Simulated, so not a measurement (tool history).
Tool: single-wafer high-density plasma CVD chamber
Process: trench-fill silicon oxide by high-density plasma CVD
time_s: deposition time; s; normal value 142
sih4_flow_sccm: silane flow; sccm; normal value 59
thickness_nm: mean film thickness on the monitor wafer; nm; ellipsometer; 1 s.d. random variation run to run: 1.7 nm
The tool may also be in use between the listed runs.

run	day	time_s	sih4_flow_sccm	wafers since the last listed run	hours since the silane flow controller was replaced	hours since the gauge calibration	read-back reference wafer on the same gauge, thickness_nm	thickness_nm
1	0	142	62	0	2972.9	198.1	753.924	829.025
2	0.8	142	62	206	2992.1	217.3	754.361	829.278
3	1.588	164	64	203	3011	236.2	754.133	991.713
4	3.062	164	64	381	3046.4	271.6	753.773	994.869
5	3.712	149	59	168	3062	287.2	754.096	830.377
6	4.404	149	59	178	3078.6	303.8	754.12	833.203
7	5.788	142	55	357	3111.8	337	754.094	737.687
8	6.433	142	55	167	3127.3	352.5	754.213	736.452
9	7.171	142	59	190	3145	370.2	754.287	789.789
10	7.771	134	49	155	3159.4	384.6	754.142	618.707
# day 7.95: gauge calibrated
11	9.175	132	59	363	3193.1	29.4	754.017	734.698
12	10.233	118	65	273	3218.5	54.8	754.097	722.991
13	10.812	121	66	149	3232.4	68.7	753.712	755.573
14	11.917	142	59	285	3258.9	95.2	753.908	792.879
# day 12.262: silane flow controller replaced
15	13.304	142	59	272	25	128.5	753.945	790.771
16	14.454	128	48	297	52.6	156.1	753.754	578.702
17	15.129	133	53	174	68.8	172.3	754.072	667.087

Estimate the outcome of run 18 from the log above:
18	16.404	123	69	329	99.4	202.9	?	?

Run 18 gave read-back reference wafer on the same gauge, thickness_nm 754.052, thickness_nm 800.203 nm.
Without the tool's hidden state the same run would have given thickness_nm 800.203 nm.
